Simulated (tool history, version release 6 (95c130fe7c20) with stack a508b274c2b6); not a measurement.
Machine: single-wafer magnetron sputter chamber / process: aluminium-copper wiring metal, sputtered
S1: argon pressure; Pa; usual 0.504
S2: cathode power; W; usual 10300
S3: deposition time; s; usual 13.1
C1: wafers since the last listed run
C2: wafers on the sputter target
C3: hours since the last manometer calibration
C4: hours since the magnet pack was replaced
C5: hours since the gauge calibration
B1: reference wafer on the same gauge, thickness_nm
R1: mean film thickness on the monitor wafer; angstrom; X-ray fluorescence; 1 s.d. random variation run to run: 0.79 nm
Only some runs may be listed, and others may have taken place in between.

run	hour	S1	S2	S3	C1	C2	C3	C4	C5	B1	R1
1	0	0.504	10300	13.1	0	8883	875.7	4018.2	1005.9	239.023	2241.42
# hour 10.5: sputter target and shields replaced
2	65.5	0.504	10300	13.1	1808	1731	941.2	4083.7	1071.4	239.32	2248.76
3	177.8	0.504	10300	13.1	3532	5263	1053.5	4196	1183.7	238.597	2225.45
4	242.9	0.504	10300	13.1	2047	7311	1118.6	4261.1	1248.8	238.962	2222.01
5	308.2	0.397	10300	13.1	2054	9365	1183.9	4326.4	1314.1	239.048	2415.92
# hour 378.6: sputter target and shields replaced
6	431.2	0.397	10300	13.1	3617	1655	1306.9	4449.4	1437.1	239.033	2469.45
7	493.7	0.397	10300	13.1	1966	3621	1369.4	4511.9	1499.6	238.842	2443.75
8	540.9	0.504	10300	13.1	1484	5106	1416.6	4559.1	1546.8	239.235	2241.36
9	572.5	0.504	10300	13.1	994	6100	1448.2	4590.7	1578.4	238.859	2228.01
10	625.4	0.504	11150	13.1	1664	7764	1501.1	4643.6	1631.3	239.39	2424.82
# hour 661.5: gauge calibrated
# hour 676.2: sputter target and shields replaced
11	690.5	0.504	11150	13.1	1796	450	1566.2	4708.7	29	238.995	2443.94
# hour 739.9: magnet pack replaced
12	746.6	0.504	10300	13.9	1513	1963	1622.3	6.7	85.1	238.776	2371.34
13	797.2	0.504	10300	13.9	1591	3555	1672.9	57.3	135.7	238.95	2387.46
14	828.1	0.504	10300	13.9	972	4527	1703.8	88.2	166.6	239.053	2369.48
15	872.1	0.504	10300	12	1384	5911	1747.8	132.2	210.6	239.024	2031.4
# hour 892.4: capacitance manometer re-zeroed and calibrated
16	929.2	0.504	10300	12.3	1544	7456	36.8	189.3	267.7	238.991	2087.21
17	960.4	0.555	11050	15.1	981	8437	68	220.5	298.9	239.051	2619.33
18	994.2	0.504	10300	13.1	1063	9500	101.8	254.3	332.7	239.312	2214.81
# hour 1003.2: sputter target and shields replaced
19	1030.8	0.384	11050	14.8	899	869	138.4	290.9	369.3	238.975	3039.89
20	1102	0.504	10300	15.7	2239	3109	209.6	362.1	440.5	239.001	2680.88
21	1282.9	0.663	10300	13.1	5690	8799	390.5	543	621.4	239.127	1970.72
# hour 1295.4: sputter target and shields replaced
22	1315.5	0.504	11400	13.1	773	630	423.1	575.6	654	239.059	2511.3
23	1373.1	0.605	12000	13.1	1811	2442	480.7	633.2	711.6	238.97	2422.81
24	1420.2	0.504	10300	13.1	1481	3924	527.8	680.3	758.7	238.944	2236.81

Run 25 is up next; what results do you expect?
25	1459	0.504	10300	13.1	1220	5144	566.6	719.1	797.5	?	?

{"run 25": {"B1": 238.756, "R1": 2237.5}}
Were there no unlogged condition in the tool, this run, its random variation unchanged, would have produced R1 2291.16 angstrom.

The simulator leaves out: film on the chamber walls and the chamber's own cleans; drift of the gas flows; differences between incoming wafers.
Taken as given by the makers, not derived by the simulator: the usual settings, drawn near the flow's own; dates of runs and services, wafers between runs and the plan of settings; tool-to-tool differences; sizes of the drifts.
